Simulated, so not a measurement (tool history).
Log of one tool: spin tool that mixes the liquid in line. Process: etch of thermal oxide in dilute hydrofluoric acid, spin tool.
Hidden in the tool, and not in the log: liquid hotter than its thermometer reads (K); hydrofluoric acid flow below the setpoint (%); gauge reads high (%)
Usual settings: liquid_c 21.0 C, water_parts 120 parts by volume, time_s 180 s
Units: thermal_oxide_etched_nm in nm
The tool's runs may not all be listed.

run     day  liquid_c  water_parts  time_s  wafers since the last listed run  hours since the thermometer was replaced  hours since the hydrofluoric acid flow meter was replaced  hours since the gauge calibration  read-back film thickness of the thermal oxide reference wafer, read on the same gauge (nm)  thermal_oxide_etched_nm
  1   0.000      21.0          120     110                                 0                                    2448.8                                                     1649.0                              536.5                                                                                      129.99                     3.35
  2   0.554      21.0          120     255                                58                                    2462.1                                                     1662.3                              549.8                                                                                      129.98                     7.89
  3   1.983      21.0          120     255                               151                                    2496.4                                                     1696.6                              584.1                                                                                      130.02                     7.88
  4   2.596      21.0          120     255                                64                                    2511.1                                                     1711.3                              598.8                                                                                      130.00                     7.85
  5   4.038      21.0          120     180                               152                                    2545.7                                                     1745.9                              633.4                                                                                      130.00                     5.39
  6   4.679      21.0          120     180                                68                                    2561.1                                                     1761.3                              648.8                                                                                      130.01                     5.43
  7   6.158      21.0          120     180                               156                                    2596.6                                                     1796.8                              684.3                                                                                      130.01                     5.52
  8   7.238      21.0          120     180                               114                                    2622.5                                                     1822.7                              710.2                                                                                      129.98                     5.47
  9   8.675      21.0          120     180                               152                                    2657.0                                                     1857.2                              744.7                                                                                      129.99                     5.47
 10   9.933      17.0          120     180                               133                                    2687.2                                                     1887.4                              774.9                                                                                      130.00                     4.64
     11.183  -- hydrofluoric acid flow meter replaced
 11  11.408      24.5           70     285                               151                                    2722.6                                                        5.4                              810.3                                                                                      130.02                    17.38
 12  12.833      17.0          100     120                               151                                    2756.8                                                       39.6                              844.5                                                                                      130.03                     3.56
 13  14.238      21.0          120     180                               148                                    2790.5                                                       73.3                              878.2                                                                                      130.03                     5.10
 14  15.138      25.0           75     180                                95                                    2812.1                                                       94.9                              899.8                                                                                      130.02                    10.28
 15  15.883      21.0           85     140                                79                                    2830.0                                                      112.8                              917.7                                                                                      130.00                     5.83
     16.575  -- gauge calibrated
 16  16.808      21.0          120     180                                98                                    2852.2                                                      135.0                                5.6                                                                                      130.01                     5.18
 17  17.721      21.0          155     180                                96                                    2874.1                                                      156.9                               27.5                                                                                      129.98                     3.74
 18  18.879      18.0          120     150                               122                                    2901.9                                                      184.7                               55.3                                                                                      129.96                     3.83
     21.975  -- hydrofluoric acid flow meter replaced, repeated, since the last time left the tool worse
 19  22.388      21.0          140     115                               367                                    2986.1                                                        9.9                              139.5                                                                                      129.97                     3.19
 20  23.242      21.0          120     180                                90                                    3006.6                                                       30.4                              160.0                                                                                      129.98                     5.93
 21  24.600      21.0          120     100                               143                                    3039.2                                                       63.0                              192.6                                                                                      130.04                     3.27
     25.571  -- thermometer replaced
 22  25.962      18.0          120     180                               140                                       9.4                                                       95.7                              225.3                                                                                      129.95                     5.20
 23  27.400      19.5           65     210                               152                                      43.9                                                      130.2                              259.8                                                                                      130.00                    12.68
 24  28.642      23.5          140     255                               131                                      73.7                                                      160.0                              289.6                                                                                      130.02                     7.77
 25  29.217      21.0          120     180                                60                                      87.5                                                      173.8                              303.4                                                                                      130.01                     5.84
 26  30.196      21.0          120     180                               103                                     111.0                                                      197.3                              326.9                                                                                      130.03                     5.87
 27  31.117      21.0          120     275                                97                                     133.1                                                      219.4                              349.0                                                                                      130.01                     8.99
 28  31.825      17.5          135     180                                75                                     150.1                                                      236.4                              366.0                                                                                      129.98                     4.49
 29  32.746      23.5          120     180                                97                                     172.2                                                      258.5                              388.1                                                                                      130.02                     6.48
 30  33.858      21.0          120     180                               117                                     198.9                                                      285.2                              414.8                                                                                      129.98                     5.77
 31  34.900      21.0          120     180                               110                                     223.9                                                      310.2                              439.8                                                                                      129.96                     5.88
 32  35.617      21.0          120     180                                75                                     241.1                                                      327.4                              457.0                                                                                      129.99                     5.90
 33  36.129      19.0           60     180                                54                                     253.4                                                      339.7                              469.3                                                                                      129.98                    11.56

The same runs without the tool's hidden state, with the same run-to-run variation:
run  thermal_oxide_etched_nm
  1                     3.61
  2                     8.50
  3                     8.51
  4                     8.47
  5                     5.83
  6                     5.87
  7                     5.98
  8                     5.94
  9                     5.95
 10                     5.04
 11                    19.96
 12                     4.10
 13                     5.90
 14                    11.86
 15                     6.73
 16                     6.01
 17                     4.37
 18                     4.45
 19                     3.21
 20                     5.97
 21                     3.30
 22                     5.25
 23                    12.80
 24                     7.86
 25                     5.91
 26                     5.94
 27                     9.11
 28                     4.55
 29                     6.58
 30                     5.86
 31                     5.98
 32                     6.00
 33                    11.76
